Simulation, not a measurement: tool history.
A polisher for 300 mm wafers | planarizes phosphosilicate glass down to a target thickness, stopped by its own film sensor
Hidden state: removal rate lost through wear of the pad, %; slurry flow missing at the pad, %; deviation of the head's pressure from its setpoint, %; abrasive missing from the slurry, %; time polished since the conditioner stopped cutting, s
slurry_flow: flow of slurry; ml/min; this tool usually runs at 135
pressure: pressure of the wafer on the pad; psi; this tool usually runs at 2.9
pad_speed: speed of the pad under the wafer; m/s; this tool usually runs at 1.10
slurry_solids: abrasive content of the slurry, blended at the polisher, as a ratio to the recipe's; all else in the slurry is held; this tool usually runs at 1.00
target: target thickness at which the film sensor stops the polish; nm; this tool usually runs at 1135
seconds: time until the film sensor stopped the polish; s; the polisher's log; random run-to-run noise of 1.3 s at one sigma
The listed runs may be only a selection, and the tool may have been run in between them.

| run | hour | slurry_flow | pressure | pad_speed | slurry_solids | target | wafers since the last listed run | wafers polished on this pad | hours since the slurry nozzle was cleaned | hours since the head pressure was calibrated | hours since the slurry blender was calibrated | hours since the conditioning disc was replaced | incoming thickness of the incoming film, nm | seconds |
|---|---|---|---|---|---|---|---|---|---|---|---|---|---|---|
| 1 | 0.0 | 135 | 2.9 | 1.10 | 1.00 | 1135 | 0 | 1395 | 122.5 | 798.7 | 104.9 | 473.0 | 2175.6 | 153.2 |
|  | 20.3 | worn pad replaced by a new one |
|  | 31.8 | conditioning disc replaced and pad reconditioned |
| 2 | 61.1 | 135 | 2.9 | 1.10 | 0.85 | 1345 | 361 | 254 | 183.6 | 859.8 | 166.0 | 29.3 | 2221.4 | 145.6 |
|  | 102.9 | slurry blender recalibrated |
| 3 | 103.4 | 135 | 2.9 | 1.10 | 0.85 | 1345 | 264 | 519 | 225.9 | 902.1 | 0.5 | 71.6 | 2228.3 | 132.8 |
| 4 | 171.9 | 135 | 2.5 | 1.10 | 1.00 | 1135 | 449 | 968 | 294.4 | 970.6 | 69.0 | 140.1 | 2206.2 | 177.5 |
|  | 200.6 | worn pad replaced by a new one |
|  | 303.3 | slurry blender recalibrated |
| 5 | 317.9 | 135 | 2.5 | 1.10 | 1.00 | 1135 | 918 | 756 | 440.4 | 1116.6 | 14.6 | 286.1 | 2179.4 | 166.1 |
| 6 | 376.7 | 135 | 2.5 | 1.10 | 1.00 | 1135 | 385 | 1142 | 499.2 | 1175.4 | 73.4 | 344.9 | 2213.6 | 175.5 |
|  | 404.7 | worn pad replaced by a new one, of another model than before |
|  | 514.9 | conditioning disc replaced and pad reconditioned |
|  | 536.4 | slurry blender recalibrated |
| 7 | 577.9 | 135 | 2.9 | 1.10 | 1.00 | 1135 | 1267 | 1110 | 700.4 | 1376.6 | 41.5 | 63.0 | 2198.7 | 147.9 |
|  | 592.7 | worn pad replaced by a new one |
| 8 | 604.9 | 135 | 3.2 | 0.84 | 1.25 | 1395 | 150 | 79 | 727.4 | 1403.6 | 68.5 | 90.0 | 2198.5 | 107.1 |
|  | 654.0 | head pressure recalibrated |
| 9 | 655.5 | 135 | 2.2 | 0.76 | 1.15 | 973 | 318 | 398 | 778.0 | 1.5 | 119.1 | 140.6 | 2196.3 | 244.5 |
|  | 717.9 | slurry blender recalibrated |
| 10 | 722.1 | 135 | 2.9 | 1.10 | 1.00 | 1135 | 423 | 822 | 844.6 | 68.1 | 4.2 | 207.2 | 2200.4 | 142.6 |
|  | 770.3 | slurry nozzle cleaned |
| 11 | 788.2 | 135 | 2.3 | 1.10 | 0.90 | 1135 | 427 | 1250 | 17.9 | 134.2 | 70.3 | 273.3 | 2176.5 | 183.9 |
|  | 821.9 | worn pad replaced by a new one |
| 12 | 855.2 | 135 | 2.9 | 1.10 | 0.85 | 1345 | 413 | 218 | 84.9 | 201.2 | 137.3 | 340.3 | 2179.8 | 135.5 |
| 13 | 923.6 | 135 | 2.9 | 1.10 | 1.10 | 1135 | 448 | 667 | 153.3 | 269.6 | 205.7 | 408.7 | 2207.5 | 151.7 |
|  | 946.4 | slurry blender recalibrated |
| 14 | 980.2 | 135 | 2.9 | 1.10 | 1.15 | 1433 | 358 | 1026 | 209.9 | 326.2 | 33.8 | 465.3 | 2192.7 | 96.4 |
|  | 1029.1 | worn pad replaced by a new one |
| 15 | 1034.4 | 135 | 2.9 | 1.10 | 1.00 | 1135 | 329 | 34 | 264.1 | 380.4 | 88.0 | 519.5 | 2204.4 | 154.1 |

3 options for the next run, each taken on its own from the tool as it stands now. Forecast them:
| A | 1034.9 | 135 | 2.9 | 1.10 | 1.00 | 1307 | 3 | 37 | 264.6 | 380.9 | 88.5 | 520.0 | 2227.5 | ? |
| B | 1034.9 | 110 | 2.9 | 1.10 | 1.00 | 1135 | 3 | 37 | 264.6 | 380.9 | 88.5 | 520.0 | 2227.5 | ? |
| C | 1034.9 | 135 | 2.4 | 1.10 | 1.00 | 1135 | 3 | 37 | 264.6 | 380.9 | 88.5 | 520.0 | 2227.5 | ? |

| run | seconds |
|---|---|
| A | 130.2 |
| B | 167.9 |
| C | 178.2 |
The same runs, with their run-to-run variation unchanged, on a tool lacking any hidden condition would have given:
| run | seconds |
|---|---|
| A | 122.8 |
| B | 158.4 |
| C | 168.0 |
